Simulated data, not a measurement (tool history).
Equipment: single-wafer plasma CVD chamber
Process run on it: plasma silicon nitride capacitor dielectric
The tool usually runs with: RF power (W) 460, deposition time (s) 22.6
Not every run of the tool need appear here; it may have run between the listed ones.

run,hour,RF power (W),deposition time (s),"read-back reference wafer on the same gauge, thickness_nm",mean film thickness on the monitor wafer (Å)
1,0.0,460,20.0,34.302,279.13
2,27.7,460,20.0,34.290,278.53
# hour 95.2: gauge calibrated
3,96.3,460,22.6,34.308,315.55
4,164.3,460,22.6,34.288,316.00
5,196.0,460,22.6,34.315,312.12
6,230.7,460,22.6,34.321,314.80
7,266.0,460,22.6,34.277,313.18
8,322.0,405,22.6,34.300,303.79
# hour 366.5: RF generator calibrated
9,380.1,405,22.6,34.312,312.82
# hour 422.5: showerhead replaced
10,434.9,405,22.6,34.331,310.78
11,466.7,460,22.6,34.297,320.63
12,507.9,405,22.6,34.344,311.83
13,558.8,505,25.5,34.303,365.03
14,584.4,460,22.6,34.292,319.34
15,628.3,460,22.6,34.268,318.62
16,661.0,405,22.6,34.315,309.35
17,704.2,395,24.9,34.288,337.66
# hour 796.1: gauge calibrated
18,864.6,390,19.0,34.265,257.67
19,900.6,460,22.6,34.300,316.81
20,948.1,395,22.6,34.303,306.08
21,1014.3,420,22.6,34.312,310.42
22,1079.6,535,26.1,34.285,376.37
23,1110.3,460,25.0,34.307,348.70

Each row is a separate what-if for the run after 23, all from the same tool condition, not one after another. Results?
A,1110.7,460,22.6,?,?
B,1110.7,535,22.6,?,?
C,1110.7,370,26.0,?,?
D,1110.7,425,25.7,?,?

run,"read-back reference wafer on the same gauge, thickness_nm",mean film thickness on the monitor wafer (Å)
A,34.300,313.08
B,34.300,324.03
C,34.300,343.56
D,34.300,349.85
What these runs would have given with no unlogged condition in the tool:
run,mean film thickness on the monitor wafer (Å)
A,317.07
B,328.16
C,347.95
D,354.31
